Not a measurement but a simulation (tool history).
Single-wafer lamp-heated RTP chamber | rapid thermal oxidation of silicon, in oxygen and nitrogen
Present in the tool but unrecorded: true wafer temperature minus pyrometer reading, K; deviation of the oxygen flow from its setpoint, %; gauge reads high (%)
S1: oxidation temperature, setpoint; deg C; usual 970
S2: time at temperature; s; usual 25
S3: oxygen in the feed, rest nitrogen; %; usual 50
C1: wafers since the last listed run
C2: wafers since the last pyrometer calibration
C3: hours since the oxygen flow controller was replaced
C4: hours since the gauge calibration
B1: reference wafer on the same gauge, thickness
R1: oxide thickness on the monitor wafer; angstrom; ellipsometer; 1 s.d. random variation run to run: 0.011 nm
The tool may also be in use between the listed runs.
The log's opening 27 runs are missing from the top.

| run | day | S1 | S2 | S3 | C1 | C2 | C3 | C4 | B1 | R1 |
|---|---|---|---|---|---|---|---|---|---|---|
| 28 | 39.042 | 951 | 31 | 26 | 308 | 1575 | 610.7 | 187.9 | 2.949 | 25.1 |
| 29 | 39.917 | 947 | 25 | 50 | 195 | 1771 | 631.7 | 208.9 | 2.951 | 25.58 |
| 30 | 40.538 | 970 | 25 | 50 | 138 | 1910 | 646.6 | 223.8 | 2.95 | 28.09 |
| 31 | 41.35 | 970 | 25 | 36 | 181 | 2092 | 666.1 | 243.3 | 2.951 | 26.54 |
| 32 | 42.496 | 997 | 34 | 50 | 256 | 2348 | 693.6 | 270.8 | 2.951 | 36.24 |
| 33 | 43.338 | 970 | 25 | 71 | 188 | 2537 | 713.8 | 291 | 2.949 | 30.68 |
| 34 | 44.092 | 988 | 25 | 74 | 168 | 2706 | 731.9 | 309.1 | 2.951 | 34.3 |
| 35 | 45.192 | 993 | 29 | 32 | 246 | 2952 | 758.3 | 335.5 | 2.952 | 29.95 |
|  | 46.158 | pyrometer window cleaned and pyrometer calibrated |
| 36 | 46.179 | 978 | 19 | 24 | 146 | 4 | 782 | 359.2 | 2.95 | 24.14 |
| 37 | 46.796 | 951 | 18 | 36 | 138 | 142 | 796.8 | 374 | 2.951 | 23.21 |
| 38 | 47.833 | 947 | 30 | 28 | 232 | 374 | 821.7 | 398.9 | 2.949 | 24.6 |

Here are 4 independent what-if runs from the current tool condition. What would each one return?
| A | 47.854 | 970 | 25 | 61 | 4 | 379 | 822.2 | 399.4 | ? | ? |
| B | 47.854 | 970 | 34 | 50 | 4 | 379 | 822.2 | 399.4 | ? | ? |
| C | 47.854 | 991 | 16 | 58 | 4 | 379 | 822.2 | 399.4 | ? | ? |
| D | 47.854 | 986 | 25 | 78 | 4 | 379 | 822.2 | 399.4 | ? | ? |

| run | B1 | R1 |
|---|---|---|
| A | 2.953 | 29.51 |
| B | 2.953 | 31.03 |
| C | 2.953 | 28.39 |
| D | 2.953 | 34.44 |
Take away the tool's hidden state, keep each run's random variation, and the runs would have read:
| run | R1 |
|---|---|
| A | 29.51 |
| B | 31.03 |
| C | 28.39 |
| D | 34.44 |
